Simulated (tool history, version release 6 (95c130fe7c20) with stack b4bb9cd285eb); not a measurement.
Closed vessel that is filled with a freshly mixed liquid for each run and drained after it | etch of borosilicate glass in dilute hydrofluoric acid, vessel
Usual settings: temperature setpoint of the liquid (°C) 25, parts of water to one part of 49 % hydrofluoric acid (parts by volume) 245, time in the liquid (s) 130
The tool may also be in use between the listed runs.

| run | day | temperature setpoint of the liquid (°C) | parts of water to one part of 49 % hydrofluoric acid (parts by volume) | time in the liquid (s) | wafers since the last listed run | hours since the thermometer was replaced | hours since the hydrofluoric acid flow meter was replaced | hours since the gauge calibration | read-back film thickness of the borosilicate glass reference wafer, read on the same gauge (nm) | thickness taken off the borosilicate glass on a monitor wafer (nm) |
|---|---|---|---|---|---|---|---|---|---|---|
| 1 | 0 | 25 | 245 | 130 | 0 | 1080.6 | 1641.4 | 155.1 | 50.05 | 25.76 |
| 2 | 1.179 | 25 | 245 | 130 | 2491 | 1108.9 | 1669.7 | 183.4 | 50.01 | 25.58 |
| 3 | 2.667 | 25 | 245 | 130 | 3142 | 1144.6 | 1705.4 | 219.1 | 49.99 | 25.68 |
| 4 | 3.454 | 25 | 245 | 130 | 1663 | 1163.5 | 1724.3 | 238 | 50.03 | 25.74 |
| 5 | 6.05 | 25 | 245 | 190 | 5483 | 1225.8 | 1786.6 | 300.3 | 50.02 | 37.66 |
|  | 7.175 | gauge calibrated |
| 6 | 7.312 | 25 | 245 | 190 | 2667 | 1256.1 | 1816.9 | 3.3 | 49.99 | 37.95 |
| 7 | 7.912 | 25 | 245 | 190 | 1267 | 1270.5 | 1831.3 | 17.7 | 50.02 | 37.93 |
|  | 8.792 | thermometer replaced |
| 8 | 8.933 | 25 | 245 | 130 | 2068 | 3.4 | 1855.8 | 42.2 | 50.01 | 24.14 |
| 9 | 9.558 | 25 | 245 | 130 | 1320 | 18.4 | 1870.8 | 57.2 | 50 | 24.29 |
| 10 | 10.233 | 25 | 245 | 130 | 1425 | 34.6 | 1887 | 73.4 | 50 | 24.39 |
|  | 11.346 | hydrofluoric acid flow meter replaced |
| 11 | 11.479 | 22 | 135 | 80 | 2543 | 64.5 | 3.2 | 103.3 | 50.02 | 27.48 |
| 12 | 15.279 | 22.5 | 190 | 170 | 8027 | 155.7 | 94.4 | 194.5 | 50 | 39.74 |
| 13 | 16.721 | 22 | 345 | 130 | 3045 | 190.3 | 129 | 229.1 | 50 | 14.12 |
| 14 | 17.425 | 25 | 245 | 190 | 1487 | 207.2 | 145.9 | 246 | 50 | 35.91 |
| 15 | 18.288 | 25 | 245 | 130 | 1822 | 227.9 | 166.6 | 266.7 | 49.99 | 24.63 |
|  | 19.025 | gauge calibrated |
| 16 | 19.038 | 25 | 305 | 130 | 1584 | 245.9 | 184.6 | 0.3 | 50.01 | 18.6 |
| 17 | 20.142 | 25 | 180 | 170 | 2332 | 272.4 | 211.1 | 26.8 | 49.99 | 46.76 |
| 18 | 21.242 | 25 | 245 | 80 | 2323 | 298.8 | 237.5 | 53.2 | 49.98 | 15.2 |
| 19 | 21.9 | 23.5 | 330 | 185 | 1390 | 314.6 | 253.3 | 69 | 50 | 22.58 |
| 20 | 22.95 | 23 | 130 | 190 | 2218 | 339.8 | 278.5 | 94.2 | 49.99 | 72.12 |

3 ways to go on from here, each from the tool as it stands after run 20. What would each give?
| A | 22.979 | 25 | 145 | 130 | 61 | 340.5 | 279.2 | 94.9 | ? | ? |
| B | 22.979 | 23.5 | 205 | 55 | 61 | 340.5 | 279.2 | 94.9 | ? | ? |
| C | 22.979 | 25 | 130 | 130 | 61 | 340.5 | 279.2 | 94.9 | ? | ? |

| run | read-back film thickness of the borosilicate glass reference wafer, read on the same gauge (nm) | thickness taken off the borosilicate glass on a monitor wafer (nm) |
|---|---|---|
| A | 50 | 46.39 |
| B | 50 | 12.26 |
| C | 50 | 52.7 |
Without the tool's hidden state the same runs would have given:
| run | thickness taken off the borosilicate glass on a monitor wafer (nm) |
|---|---|
| A | 44.84 |
| B | 11.86 |
| C | 50.92 |
